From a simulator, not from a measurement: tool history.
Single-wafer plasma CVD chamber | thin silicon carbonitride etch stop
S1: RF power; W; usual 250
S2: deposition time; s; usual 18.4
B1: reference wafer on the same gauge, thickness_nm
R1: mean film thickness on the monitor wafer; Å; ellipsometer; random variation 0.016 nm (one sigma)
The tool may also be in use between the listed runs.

{"run": 1, "hour": 0.0, "S1": 250, "S2": 18.4, "B1": 10.097, "R1": 103.36}
{"run": 2, "hour": 12.9, "S1": 270, "S2": 18.4, "B1": 10.102, "R1": 105.42}
{"hour": 21.7, "done": "RF generator calibrated"}
{"run": 3, "hour": 27.1, "S1": 250, "S2": 18.4, "B1": 10.101, "R1": 105.86}
{"run": 4, "hour": 43.8, "S1": 250, "S2": 18.4, "B1": 10.098, "R1": 105.76}
{"run": 5, "hour": 57.1, "S1": 250, "S2": 18.4, "B1": 10.102, "R1": 105.96}
{"run": 6, "hour": 68.9, "S1": 265, "S2": 19.9, "B1": 10.096, "R1": 116.14}
{"run": 7, "hour": 84.0, "S1": 265, "S2": 19.9, "B1": 10.104, "R1": 116.51}
{"run": 8, "hour": 97.4, "S1": 265, "S2": 19.9, "B1": 10.1, "R1": 116.09}
{"run": 9, "hour": 111.8, "S1": 250, "S2": 18.4, "B1": 10.102, "R1": 105.99}
{"run": 10, "hour": 126.5, "S1": 250, "S2": 18.4, "B1": 10.094, "R1": 105.87}
{"hour": 140.6, "done": "showerhead replaced"}
{"run": 11, "hour": 142.4, "S1": 250, "S2": 18.4, "B1": 10.097, "R1": 105.66}
{"run": 12, "hour": 156.1, "S1": 270, "S2": 20.1, "B1": 10.103, "R1": 117.72}
{"run": 13, "hour": 173.0, "S1": 200, "S2": 18.4, "B1": 10.102, "R1": 99.96}
{"run": 14, "hour": 179.6, "S1": 220, "S2": 21.5, "B1": 10.098, "R1": 119.3}
{"run": 15, "hour": 194.1, "S1": 250, "S2": 18.4, "B1": 10.1, "R1": 106.02}
{"hour": 195.1, "done": "gauge calibrated"}
{"run": 16, "hour": 211.3, "S1": 230, "S2": 21.2, "B1": 10.1, "R1": 118.71}
{"run": 17, "hour": 225.7, "S1": 250, "S2": 18.4, "B1": 10.095, "R1": 105.42}
{"run": 18, "hour": 241.7, "S1": 285, "S2": 21.3, "B1": 10.097, "R1": 126.48}
{"run": 19, "hour": 252.5, "S1": 285, "S2": 19.4, "B1": 10.096, "R1": 115.41}
{"run": 20, "hour": 264.2, "S1": 250, "S2": 18.4, "B1": 10.096, "R1": 105.6}
{"run": 21, "hour": 281.1, "S1": 265, "S2": 20.8, "B1": 10.106, "R1": 120.88}
{"run": 22, "hour": 292.4, "S1": 265, "S2": 20.8, "B1": 10.098, "R1": 120.99}
{"hour": 308.3, "done": "thermocouple changed; heater temperature recalibrated"}
{"run": 23, "hour": 308.8, "S1": 230, "S2": 19.5, "B1": 10.103, "R1": 109.09}
{"run": 24, "hour": 317.6, "S1": 200, "S2": 18.4, "B1": 10.105, "R1": 99.35}
{"run": 25, "hour": 333.1, "S1": 250, "S2": 18.4, "B1": 10.099, "R1": 105.32}
{"run": 26, "hour": 350.7, "S1": 220, "S2": 20.3, "B1": 10.101, "R1": 112.47}
{"run": 27, "hour": 362.4, "S1": 285, "S2": 16.7, "B1": 10.095, "R1": 98.59}
{"run": 28, "hour": 373.9, "S1": 250, "S2": 18.4, "B1": 10.105, "R1": 105.2}
{"run": 29, "hour": 383.8, "S1": 250, "S2": 15.7, "B1": 10.104, "R1": 90.07}
{"run": 30, "hour": 400.3, "S1": 290, "S2": 14.9, "B1": 10.102, "R1": 88.6}
{"run": 31, "hour": 409.4, "S1": 250, "S2": 20.6, "B1": 10.097, "R1": 117.53}
{"run": 32, "hour": 419.2, "S1": 210, "S2": 21.5, "B1": 10.101, "R1": 117.23}
{"run": 33, "hour": 428.0, "S1": 290, "S2": 14.9, "B1": 10.101, "R1": 88.58}
{"run": 34, "hour": 440.3, "S1": 300, "S2": 19.6, "B1": 10.097, "R1": 117.74}
{"run": 35, "hour": 457.4, "S1": 250, "S2": 18.4, "B1": 10.101, "R1": 104.84}
{"run": 36, "hour": 463.8, "S1": 220, "S2": 17.2, "B1": 10.099, "R1": 94.91}

Forecast each of these 3 alternatives for the next run:
{"run": "A", "hour": 464.2, "S1": 250, "S2": 18.4, "B1": "?", "R1": "?"}
{"run": "B", "hour": 464.2, "S1": 210, "S2": 15.9, "B1": "?", "R1": "?"}
{"run": "C", "hour": 464.2, "S1": 280, "S2": 18.4, "B1": "?", "R1": "?"}

run=A B1=10.097 R1=105.07
run=B B1=10.097 R1=86.67
run=C B1=10.097 R1=108.34
Without the tool's hidden state the same runs would have given:
run=A R1=106.28
run=B R1=87.67
run=C R1=109.59
